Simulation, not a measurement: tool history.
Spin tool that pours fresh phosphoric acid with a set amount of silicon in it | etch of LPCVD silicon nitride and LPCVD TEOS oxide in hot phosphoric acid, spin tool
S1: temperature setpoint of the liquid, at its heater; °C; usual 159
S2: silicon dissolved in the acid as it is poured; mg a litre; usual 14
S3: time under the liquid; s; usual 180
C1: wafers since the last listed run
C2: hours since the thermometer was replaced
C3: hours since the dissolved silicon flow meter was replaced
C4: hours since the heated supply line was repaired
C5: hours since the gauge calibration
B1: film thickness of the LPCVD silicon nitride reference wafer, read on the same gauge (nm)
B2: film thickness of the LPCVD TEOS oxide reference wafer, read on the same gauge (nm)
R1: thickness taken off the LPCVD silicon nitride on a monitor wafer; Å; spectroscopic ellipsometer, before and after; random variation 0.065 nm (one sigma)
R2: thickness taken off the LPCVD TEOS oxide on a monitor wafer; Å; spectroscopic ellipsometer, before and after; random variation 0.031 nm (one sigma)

run,hour,S1,S2,S3,C1,C2,C3,C4,C5,B1,B2,R1,R2
1,0,159,14,180,0,1957.4,332.2,296.7,1241.8,139.98,69.978,141.2,3.83
2,46.9,159,14,180,304,2004.3,379.1,343.6,1288.7,140.03,70.008,140.4,3.55
# hour 63.2: gauge calibrated
3,148,159,14,180,656,2105.4,480.2,444.7,84.8,139.99,70.024,141,3.37
# hour 165.1: dissolved silicon flow meter replaced
4,257.7,159,14,180,705,2215.1,92.6,554.4,194.5,140,70.025,141.3,3.99
5,312.8,159,14,180,357,2270.2,147.7,609.5,249.6,140.01,70.022,140.2,3.51
6,383,159.5,14,180,455,2340.4,217.9,679.7,319.8,140,69.991,142.9,4.4
7,462.3,158,9,250,514,2419.7,297.2,759,399.1,140,70.037,187.8,5.18
# hour 526.5: thermometer replaced
8,557.2,159,14,180,609,30.7,392.1,853.9,494,140.01,69.977,133.6,3.93
9,663.7,160,24.5,95,691,137.2,498.6,960.4,600.5,140.03,69.99,74.1,1.34
# hour 680.4: dissolved silicon flow meter replaced
# hour 742.4: heated supply line repaired
10,745.3,156.5,3.5,90,516,218.8,64.9,2.9,682.1,140.02,69.983,64.5,1.86
11,817.6,159,14,225,469,291.1,137.2,75.2,754.4,140,70.02,175.5,4.58
12,922.3,159,14,180,679,395.8,241.9,179.9,859.1,139.96,69.984,139.6,3.43
13,1020.8,159,14,180,639,494.3,340.4,278.4,957.6,140.04,70.011,139.5,3.5
14,1065.2,159,14,230,288,538.7,384.8,322.8,1002,139.99,69.967,178.2,4.22
15,1144.7,159,23.5,95,516,618.2,464.3,402.3,1081.5,140.01,70,73.3,1.43
16,1180.7,159,21,80,233,654.2,500.3,438.3,1117.5,140.05,70.018,61,1.38
# hour 1216.3: gauge calibrated
17,1268,159,14,255,566,741.5,587.6,525.6,51.7,139.98,70.002,194.6,4.99
# hour 1271.6: dissolved silicon flow meter replaced
18,1359,161,8.5,225,584,832.5,87.4,616.6,142.7,139.98,69.998,182.5,6.85
19,1400.6,159,14,100,270,874.1,129,658.2,184.3,140.01,69.989,76.1,2.16
20,1501.6,159,14,180,655,975.1,230,759.2,285.3,140.01,70.031,136.7,4.07
21,1573.9,159,14,140,469,1047.4,302.3,831.5,357.6,140.01,70.014,105.1,2.6

5 ways to go on from here, each from the tool as it stands after run 21. What would each give?
A,1574.4,161.5,14,180,3,1047.9,302.8,832,358.1,?,?,?,?
B,1574.4,157,24.5,280,3,1047.9,302.8,832,358.1,?,?,?,?
C,1574.4,159,7.5,180,3,1047.9,302.8,832,358.1,?,?,?,?
D,1574.4,156.5,18,210,3,1047.9,302.8,832,358.1,?,?,?,?
E,1574.4,157,6.5,95,3,1047.9,302.8,832,358.1,?,?,?,?

run,B1,B2,R1,R2
A,139.98,69.928,146.9,4.1
B,139.98,69.928,196.2,3.39
C,139.98,69.928,135,3.94
D,139.98,69.928,144.6,2.97
E,139.98,69.928,66.6,1.83
Without the tool's hidden state the same runs would have given:
run,R1,R2
A,153,4.48
B,204.5,3.71
C,140.7,4.32
D,150.8,3.25
E,69.4,2
